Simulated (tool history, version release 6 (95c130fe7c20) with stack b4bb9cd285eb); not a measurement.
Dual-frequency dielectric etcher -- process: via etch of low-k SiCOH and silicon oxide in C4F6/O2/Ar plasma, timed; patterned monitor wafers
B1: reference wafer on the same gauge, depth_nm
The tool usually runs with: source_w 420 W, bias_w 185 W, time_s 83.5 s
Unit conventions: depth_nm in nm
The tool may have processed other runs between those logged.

{"run": 1, "hour": 0.0, "source_w": 420, "bias_w": 185, "time_s": 83.5, "B1": 220.1, "depth_nm": 208.6}
{"run": 2, "hour": 29.4, "source_w": 420, "bias_w": 185, "time_s": 83.5, "B1": 220.0, "depth_nm": 209.5}
{"hour": 47.8, "done": "source power generator calibrated"}
{"run": 3, "hour": 65.3, "source_w": 420, "bias_w": 185, "time_s": 83.5, "B1": 220.1, "depth_nm": 208.5}
{"run": 4, "hour": 82.6, "source_w": 420, "bias_w": 185, "time_s": 83.5, "B1": 220.0, "depth_nm": 208.0}
{"hour": 90.8, "done": "gauge calibrated"}
{"run": 5, "hour": 110.7, "source_w": 420, "bias_w": 185, "time_s": 83.5, "B1": 219.9, "depth_nm": 209.5}
{"run": 6, "hour": 135.1, "source_w": 420, "bias_w": 185, "time_s": 83.5, "B1": 219.9, "depth_nm": 210.3}
{"run": 7, "hour": 157.9, "source_w": 420, "bias_w": 185, "time_s": 83.5, "B1": 219.8, "depth_nm": 210.6}
{"run": 8, "hour": 179.3, "source_w": 420, "bias_w": 185, "time_s": 97.0, "B1": 220.0, "depth_nm": 243.0}
{"run": 9, "hour": 198.7, "source_w": 420, "bias_w": 185, "time_s": 83.5, "B1": 220.1, "depth_nm": 210.5}
{"hour": 225.9, "done": "upper electrode replaced"}
{"run": 10, "hour": 226.4, "source_w": 420, "bias_w": 185, "time_s": 83.5, "B1": 220.1, "depth_nm": 209.1}
{"run": 11, "hour": 238.8, "source_w": 420, "bias_w": 185, "time_s": 83.5, "B1": 220.1, "depth_nm": 209.2}
{"run": 12, "hour": 251.6, "source_w": 420, "bias_w": 185, "time_s": 83.5, "B1": 219.9, "depth_nm": 210.3}
{"run": 13, "hour": 270.4, "source_w": 470, "bias_w": 199, "time_s": 83.5, "B1": 220.0, "depth_nm": 223.8}
{"run": 14, "hour": 286.9, "source_w": 460, "bias_w": 230, "time_s": 83.5, "B1": 220.0, "depth_nm": 233.4}
{"run": 15, "hour": 304.3, "source_w": 420, "bias_w": 185, "time_s": 83.5, "B1": 219.9, "depth_nm": 209.6}
{"run": 16, "hour": 334.2, "source_w": 340, "bias_w": 152, "time_s": 108.5, "B1": 220.2, "depth_nm": 234.1}
{"run": 17, "hour": 346.8, "source_w": 420, "bias_w": 185, "time_s": 83.5, "B1": 220.1, "depth_nm": 208.8}
{"run": 18, "hour": 380.1, "source_w": 420, "bias_w": 157, "time_s": 83.5, "B1": 220.0, "depth_nm": 199.6}
{"run": 19, "hour": 407.9, "source_w": 360, "bias_w": 185, "time_s": 91.0, "B1": 220.1, "depth_nm": 215.3}
{"hour": 457.4, "done": "bias power generator calibrated"}
{"run": 20, "hour": 480.2, "source_w": 350, "bias_w": 185, "time_s": 83.5, "B1": 220.1, "depth_nm": 197.0}
{"run": 21, "hour": 507.0, "source_w": 490, "bias_w": 210, "time_s": 91.0, "B1": 220.1, "depth_nm": 253.3}
{"hour": 546.0, "done": "wet clean of the chamber"}
{"run": 22, "hour": 546.5, "source_w": 500, "bias_w": 207, "time_s": 69.0, "B1": 220.1, "depth_nm": 191.5}
{"run": 23, "hour": 546.9, "source_w": 420, "bias_w": 185, "time_s": 83.5, "B1": 220.2, "depth_nm": 210.0}
{"run": 24, "hour": 573.3, "source_w": 420, "bias_w": 204, "time_s": 83.5, "B1": 220.1, "depth_nm": 216.8}
{"run": 25, "hour": 607.9, "source_w": 420, "bias_w": 185, "time_s": 83.5, "B1": 220.0, "depth_nm": 208.7}
{"run": 26, "hour": 622.2, "source_w": 420, "bias_w": 185, "time_s": 83.5, "B1": 219.8, "depth_nm": 209.7}
{"run": 27, "hour": 647.6, "source_w": 420, "bias_w": 203, "time_s": 83.5, "B1": 220.2, "depth_nm": 215.5}
{"run": 28, "hour": 713.6, "source_w": 420, "bias_w": 185, "time_s": 83.5, "B1": 220.1, "depth_nm": 209.9}
{"run": 29, "hour": 727.9, "source_w": 380, "bias_w": 219, "time_s": 94.5, "B1": 220.1, "depth_nm": 244.2}
{"run": 30, "hour": 742.2, "source_w": 470, "bias_w": 199, "time_s": 83.5, "B1": 220.2, "depth_nm": 225.1}
{"run": 31, "hour": 773.0, "source_w": 420, "bias_w": 185, "time_s": 70.5, "B1": 220.1, "depth_nm": 177.2}

3 options for the next run, each taken on its own from the tool as it stands now. Forecast them:
{"run": "A", "hour": 773.4, "source_w": 420, "bias_w": 153, "time_s": 83.5, "B1": "?", "depth_nm": "?"}
{"run": "B", "hour": 773.4, "source_w": 520, "bias_w": 185, "time_s": 62.5, "B1": "?", "depth_nm": "?"}
{"run": "C", "hour": 773.4, "source_w": 420, "bias_w": 185, "time_s": 69.5, "B1": "?", "depth_nm": "?"}

run=A B1=219.7 depth_nm=196.7
run=B B1=219.7 depth_nm=169.9
run=C B1=219.7 depth_nm=175.0
What these runs would have given with no unlogged condition in the tool:
run=A depth_nm=196.7
run=B depth_nm=169.9
run=C depth_nm=175.0
